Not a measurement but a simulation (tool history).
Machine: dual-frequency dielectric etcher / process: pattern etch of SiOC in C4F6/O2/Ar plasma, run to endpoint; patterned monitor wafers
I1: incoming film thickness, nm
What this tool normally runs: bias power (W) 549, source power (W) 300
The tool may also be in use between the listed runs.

{"run": 1, "hour": 0.0, "bias power (W)": 549, "source power (W)": 320, "I1": 37.67, "endpoint time (s)": 13.9}
{"hour": 63.2, "done": "wet clean of the chamber"}
{"run": 2, "hour": 261.0, "bias power (W)": 549, "source power (W)": 320, "I1": 37.55, "endpoint time (s)": 14.3}
{"run": 3, "hour": 298.4, "bias power (W)": 464, "source power (W)": 340, "I1": 37.37, "endpoint time (s)": 14.9}
{"hour": 383.6, "done": "wet clean of the chamber"}
{"run": 4, "hour": 390.1, "bias power (W)": 549, "source power (W)": 300, "I1": 37.44, "endpoint time (s)": 14.9}
{"run": 5, "hour": 434.3, "bias power (W)": 549, "source power (W)": 300, "I1": 37.37, "endpoint time (s)": 14.5}
{"run": 6, "hour": 489.2, "bias power (W)": 549, "source power (W)": 300, "I1": 37.37, "endpoint time (s)": 14.4}
{"hour": 557.9, "done": "upper electrode replaced"}
{"run": 7, "hour": 558.4, "bias power (W)": 549, "source power (W)": 300, "I1": 37.23, "endpoint time (s)": 14.2}
{"hour": 717.3, "done": "bias power generator calibrated"}
{"hour": 730.0, "done": "wet clean of the chamber"}
{"hour": 766.3, "done": "source power generator calibrated"}
{"run": 8, "hour": 839.4, "bias power (W)": 588, "source power (W)": 320, "I1": 37.02, "endpoint time (s)": 13.5}
{"run": 9, "hour": 897.3, "bias power (W)": 467, "source power (W)": 370, "I1": 36.96, "endpoint time (s)": 14.2}
{"run": 10, "hour": 988.4, "bias power (W)": 607, "source power (W)": 230, "I1": 36.82, "endpoint time (s)": 14.1}
{"hour": 1052.9, "done": "wet clean of the chamber"}
{"run": 11, "hour": 1053.4, "bias power (W)": 549, "source power (W)": 330, "I1": 37.13, "endpoint time (s)": 14.1}
{"run": 12, "hour": 1122.4, "bias power (W)": 549, "source power (W)": 300, "I1": 37.1, "endpoint time (s)": 14.3}
{"run": 13, "hour": 1163.6, "bias power (W)": 595, "source power (W)": 300, "I1": 36.95, "endpoint time (s)": 13.9}
{"run": 14, "hour": 1248.9, "bias power (W)": 486, "source power (W)": 240, "I1": 37.22, "endpoint time (s)": 16.0}

Subtracting, for every run, the result it would have given without the tool's unlogged condition from the measured result gives the following. The same run-to-run variation enters both numbers; the gauge's scatter may not:
Hidden conditions of the tool in this case: etch rate over this chamber's usual, %; bias power that arrives over what is set, %; source power that arrives over what is set, %.
run=1 endpoint_time_(s)=-0.8
run=2 endpoint_time_(s)=-0.5
run=3 endpoint_time_(s)=-0.5
run=4 endpoint_time_(s)=-0.1
run=5 endpoint_time_(s)=-0.2
run=6 endpoint_time_(s)=-0.3
run=7 endpoint_time_(s)=-0.4
run=8 endpoint_time_(s)=-0.3
run=9 endpoint_time_(s)=-0.4
run=10 endpoint_time_(s)=-0.6
run=11 endpoint_time_(s)=+0.0
run=12 endpoint_time_(s)=-0.2
run=13 endpoint_time_(s)=-0.3
run=14 endpoint_time_(s)=-0.5

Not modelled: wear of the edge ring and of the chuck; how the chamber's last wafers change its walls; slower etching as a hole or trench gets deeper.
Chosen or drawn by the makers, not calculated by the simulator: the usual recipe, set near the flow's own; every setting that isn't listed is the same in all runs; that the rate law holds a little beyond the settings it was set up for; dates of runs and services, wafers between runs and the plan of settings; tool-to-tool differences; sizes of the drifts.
